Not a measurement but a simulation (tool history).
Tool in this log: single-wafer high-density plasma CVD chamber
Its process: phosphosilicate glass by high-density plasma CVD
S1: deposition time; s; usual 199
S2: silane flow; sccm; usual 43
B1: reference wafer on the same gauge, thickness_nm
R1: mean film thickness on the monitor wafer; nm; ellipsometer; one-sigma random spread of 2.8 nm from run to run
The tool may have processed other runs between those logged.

{"run": 1, "day": 0.0, "S1": 199, "S2": 48, "B1": 863.632, "R1": 978.497}
{"run": 2, "day": 3.062, "S1": 199, "S2": 48, "B1": 863.62, "R1": 980.064}
{"run": 3, "day": 4.3, "S1": 181, "S2": 43, "B1": 864.353, "R1": 794.963}
{"run": 4, "day": 5.629, "S1": 181, "S2": 43, "B1": 864.415, "R1": 793.954}
{"run": 5, "day": 6.538, "S1": 199, "S2": 43, "B1": 863.426, "R1": 872.896}
{"run": 6, "day": 7.071, "S1": 199, "S2": 43, "B1": 864.02, "R1": 878.422}
{"run": 7, "day": 8.121, "S1": 199, "S2": 43, "B1": 864.006, "R1": 877.128}
{"run": 8, "day": 9.575, "S1": 199, "S2": 38, "B1": 864.388, "R1": 773.634}
{"run": 9, "day": 10.529, "S1": 199, "S2": 43, "B1": 863.858, "R1": 878.667}
{"run": 10, "day": 11.092, "S1": 199, "S2": 36, "B1": 863.867, "R1": 731.27}
{"run": 11, "day": 11.842, "S1": 199, "S2": 43, "B1": 863.646, "R1": 876.802}
{"run": 12, "day": 12.617, "S1": 182, "S2": 46, "B1": 864.009, "R1": 856.751}
{"run": 13, "day": 13.362, "S1": 227, "S2": 37, "B1": 864.242, "R1": 860.158}
{"run": 14, "day": 14.121, "S1": 167, "S2": 49, "B1": 863.891, "R1": 843.207}
{"run": 15, "day": 15.154, "S1": 234, "S2": 48, "B1": 863.785, "R1": 1147.594}
{"run": 16, "day": 16.1, "S1": 170, "S2": 37, "B1": 864.642, "R1": 643.857}
{"run": 17, "day": 17.171, "S1": 233, "S2": 46, "B1": 863.931, "R1": 1091.613}
{"run": 18, "day": 18.288, "S1": 199, "S2": 43, "B1": 864.212, "R1": 872.219}
{"run": 19, "day": 19.629, "S1": 231, "S2": 36, "B1": 864.362, "R1": 851.414}
{"run": 20, "day": 21.012, "S1": 209, "S2": 38, "B1": 863.943, "R1": 812.238}
{"run": 21, "day": 21.862, "S1": 173, "S2": 51, "B1": 863.963, "R1": 900.045}

The log once held 3 entries between its listed runs, left out of this copy. Where does each go, and what is different about the tool's unlogged condition between the listed run before it and the listed run after it?
In the gap between runs 2 and 3: gauge calibrated (day 4.175)
  both runs share identical hidden conditions
In the gap between runs 7 and 8: silane flow controller replaced (day 9.383)
  both runs share identical hidden conditions
In the gap between runs 15 and 16: gauge calibrated (day 15.779)
  both runs share identical hidden conditions

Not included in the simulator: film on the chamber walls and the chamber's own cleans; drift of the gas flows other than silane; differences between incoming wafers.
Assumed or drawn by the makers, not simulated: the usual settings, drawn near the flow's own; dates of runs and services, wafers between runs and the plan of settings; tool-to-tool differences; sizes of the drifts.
